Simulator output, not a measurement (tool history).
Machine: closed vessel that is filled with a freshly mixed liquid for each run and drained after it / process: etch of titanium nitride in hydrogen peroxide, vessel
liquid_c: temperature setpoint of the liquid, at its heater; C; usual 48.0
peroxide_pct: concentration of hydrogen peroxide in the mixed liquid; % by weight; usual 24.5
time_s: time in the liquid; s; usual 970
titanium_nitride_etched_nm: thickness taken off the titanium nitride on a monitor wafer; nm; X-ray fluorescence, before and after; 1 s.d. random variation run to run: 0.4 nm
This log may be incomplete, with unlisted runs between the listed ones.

run,hour,liquid_c,peroxide_pct,time_s,"read-back film thickness of the titanium nitride reference wafer, read on the same gauge (nm)",titanium_nitride_etched_nm
1,0.0,48.0,24.5,970,59.99,47.62
2,15.4,41.5,24.5,970,60.00,29.60
3,25.3,48.0,24.5,645,59.96,31.63
# hour 33.2: new drum of peroxide connected
4,33.9,48.0,24.5,645,59.97,31.85
5,49.2,48.0,24.5,970,60.00,48.50
6,63.8,48.0,24.5,970,60.04,47.84
7,77.3,48.0,24.5,970,59.99,47.53
8,84.8,48.0,24.5,605,59.99,30.10
9,122.9,48.0,30.0,590,60.04,30.61
# hour 129.7: peroxide flow meter replaced
# hour 130.6: thermometer replaced
10,138.2,40.5,21.0,615,59.98,18.96
11,149.0,54.5,17.0,1255,60.01,100.66
12,163.4,40.0,24.5,970,60.00,29.84
13,178.2,39.0,30.0,970,60.04,28.40
14,199.1,41.5,22.0,490,60.01,16.67
15,209.3,42.5,20.0,1390,60.01,49.71
16,219.7,48.0,24.5,970,60.04,55.01
17,235.3,48.0,24.5,970,59.99,54.57
18,241.9,48.0,30.0,970,59.97,57.04
19,253.4,40.5,17.5,655,59.95,19.77
20,268.9,48.0,30.0,1290,60.01,76.08
# hour 281.9: thermometer replaced, repeated, since the last time left the tool worse
21,282.4,50.5,24.5,970,60.00,51.97
22,295.9,48.0,18.0,970,60.02,40.56
23,311.8,54.5,24.5,730,59.97,52.46
24,323.4,50.5,24.5,970,59.97,52.15
25,335.6,42.0,22.0,525,60.02,14.82
26,345.8,48.0,27.5,970,60.01,45.24
27,357.3,50.5,24.5,1160,59.99,63.18
28,370.9,50.5,30.0,970,59.99,56.21

Measured less the same run without the tool's hidden state. The same run-to-run variation is in both; the gauge's scatter may not be:
Hidden conditions of the tool in this case: liquid hotter than its thermometer reads (K); peroxide flow below the setpoint (%); peroxide weaker than its label (%); gauge reads high (%).
run,titanium_nitride_etched_nm
1,+4.33
2,+2.86
3,+2.98
4,+3.02
5,+4.70
6,+4.73
7,+4.80
8,+3.06
9,+3.27
10,+3.83
11,+18.91
12,+6.14
13,+5.92
14,+3.46
15,+10.34
16,+11.16
17,+11.16
18,+11.70
19,+4.27
20,+15.86
21,+0.30
22,+0.32
23,+0.51
24,+0.59
25,+0.22
26,+0.69
27,+1.04
28,+1.04
